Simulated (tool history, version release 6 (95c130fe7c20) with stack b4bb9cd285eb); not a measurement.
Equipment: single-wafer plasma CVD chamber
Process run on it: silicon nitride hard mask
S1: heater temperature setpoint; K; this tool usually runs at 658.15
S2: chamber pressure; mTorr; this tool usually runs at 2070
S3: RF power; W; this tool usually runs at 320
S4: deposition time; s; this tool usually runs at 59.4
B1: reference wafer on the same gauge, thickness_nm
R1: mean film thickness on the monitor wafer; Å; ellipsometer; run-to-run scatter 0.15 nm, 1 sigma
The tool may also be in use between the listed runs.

| run | day | S1 | S2 | S3 | S4 | B1 | R1 |
|---|---|---|---|---|---|---|---|
| 1 | 0.000 | 658.15 | 2070 | 320 | 64.1 | 91.884 | 898.41 |
| 2 | 2.792 | 658.15 | 2070 | 320 | 64.1 | 91.867 | 897.17 |
| 3 | 5.646 | 658.15 | 2070 | 320 | 59.4 | 91.849 | 829.02 |
| 4 | 8.304 | 658.15 | 2070 | 320 | 59.4 | 91.865 | 828.19 |
| 5 | 11.096 | 658.15 | 2070 | 320 | 59.4 | 91.883 | 825.44 |
|  | 13.025 | gauge calibrated |
| 6 | 15.879 | 658.15 | 2070 | 320 | 59.4 | 91.960 | 820.39 |
|  | 18.488 | thermocouple changed; heater temperature recalibrated |
| 7 | 18.508 | 658.15 | 2070 | 320 | 59.4 | 91.855 | 818.60 |
| 8 | 20.792 | 658.15 | 2070 | 320 | 65.1 | 91.900 | 897.30 |
|  | 21.217 | RF generator calibrated |
| 9 | 23.462 | 658.15 | 2070 | 320 | 59.4 | 91.899 | 838.53 |
|  | 24.958 | capacitance manometer re-zeroed and calibrated |
| 10 | 26.104 | 652.15 | 2220 | 260 | 52.9 | 91.897 | 655.80 |
|  | 27.375 | showerhead replaced |
| 11 | 27.712 | 668.15 | 2070 | 360 | 59.4 | 91.879 | 922.89 |
| 12 | 29.504 | 658.15 | 2550 | 360 | 49.3 | 91.926 | 804.42 |
| 13 | 31.158 | 658.15 | 2070 | 320 | 59.4 | 91.895 | 850.43 |
| 14 | 32.454 | 658.15 | 2070 | 265 | 59.4 | 91.903 | 733.06 |
| 15 | 33.633 | 671.15 | 2300 | 320 | 59.4 | 91.914 | 864.44 |
| 16 | 35.408 | 658.15 | 2070 | 320 | 59.4 | 91.897 | 853.92 |
| 17 | 39.996 | 658.15 | 1640 | 320 | 53.7 | 91.921 | 732.52 |

Branching from run 17: 4 alternative next runs. What would each branch give?
| A | 40.012 | 658.15 | 2070 | 320 | 68.1 | ? | ? |
| B | 40.012 | 658.15 | 2070 | 320 | 62.7 | ? | ? |
| C | 40.012 | 658.15 | 2290 | 320 | 59.4 | ? | ? |
| D | 40.012 | 645.15 | 1590 | 305 | 47.8 | ? | ? |

| run | B1 | R1 |
|---|---|---|
| A | 91.880 | 972.29 |
| B | 91.880 | 895.31 |
| C | 91.880 | 866.25 |
| D | 91.880 | 626.73 |
With no hidden state in the tool, these same runs would have given:
| run | R1 |
|---|---|
| A | 979.40 |
| B | 901.85 |
| C | 872.58 |
| D | 631.49 |
